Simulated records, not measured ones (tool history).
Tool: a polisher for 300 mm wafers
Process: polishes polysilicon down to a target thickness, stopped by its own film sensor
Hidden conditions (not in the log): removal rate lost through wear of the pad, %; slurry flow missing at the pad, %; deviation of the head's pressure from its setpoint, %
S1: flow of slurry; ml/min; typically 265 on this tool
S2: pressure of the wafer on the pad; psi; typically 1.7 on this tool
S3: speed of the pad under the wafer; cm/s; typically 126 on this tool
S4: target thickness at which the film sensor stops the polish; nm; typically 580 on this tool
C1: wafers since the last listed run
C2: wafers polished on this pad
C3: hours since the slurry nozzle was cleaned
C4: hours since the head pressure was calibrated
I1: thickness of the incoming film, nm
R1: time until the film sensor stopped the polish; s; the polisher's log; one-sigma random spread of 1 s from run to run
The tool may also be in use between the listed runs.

run,hour,S1,S2,S3,S4,C1,C2,C3,C4,I1,R1
1,0.0,200,1.7,126,510,0,1016,187.3,285.5,996.8,117.4
2,50.9,265,1.7,126,580,300,1317,238.2,336.4,1002.2,98.5
# hour 56.6: worn pad replaced by a new one
3,102.4,265,1.7,126,580,280,270,289.7,387.9,1005.9,99.8
4,159.0,265,1.7,126,580,334,605,346.3,444.5,993.4,94.5
5,207.3,265,1.7,102,620,285,890,394.6,492.8,1002.2,113.3
6,275.7,265,1.7,126,580,404,1295,463.0,561.2,998.6,102.2
# hour 307.4: worn pad replaced by a new one
7,307.9,265,1.7,126,580,166,2,495.2,593.4,1002.8,101.2
# hour 340.0: slurry nozzle cleaned
# hour 349.8: head pressure recalibrated
8,362.8,215,1.7,126,488,306,309,22.8,13.0,1015.1,119.5
9,403.9,265,1.7,126,580,242,552,63.9,54.1,1006.1,93.2
10,462.3,265,1.7,126,580,345,897,122.3,112.5,986.4,91.3
# hour 527.2: worn pad replaced by a new one
11,527.7,265,2.0,168,539,362,2,187.7,177.9,990.8,68.8
12,566.2,265,1.7,126,580,227,230,226.2,216.4,987.8,91.8
13,598.4,340,1.7,126,580,190,420,258.4,248.6,977.2,87.0
14,653.8,265,2.1,126,580,327,748,313.8,304.0,1014.5,86.4
15,708.0,180,2.1,144,671,320,1068,368.0,358.2,1004.0,63.3

Each row is a separate what-if for the run after 15, all from the same tool condition, not one after another. Results?
A,708.4,265,1.7,126,580,2,1070,368.4,358.6,989.5,?
B,708.4,240,1.7,126,580,2,1070,368.4,358.6,989.5,?
C,708.4,330,1.7,142,580,2,1070,368.4,358.6,989.5,?

run,R1
A,95.5
B,97.4
C,81.6
Had the tool no hidden state, the same runs would have come out as:
run,R1
A,88.4
B,89.4
C,76.8

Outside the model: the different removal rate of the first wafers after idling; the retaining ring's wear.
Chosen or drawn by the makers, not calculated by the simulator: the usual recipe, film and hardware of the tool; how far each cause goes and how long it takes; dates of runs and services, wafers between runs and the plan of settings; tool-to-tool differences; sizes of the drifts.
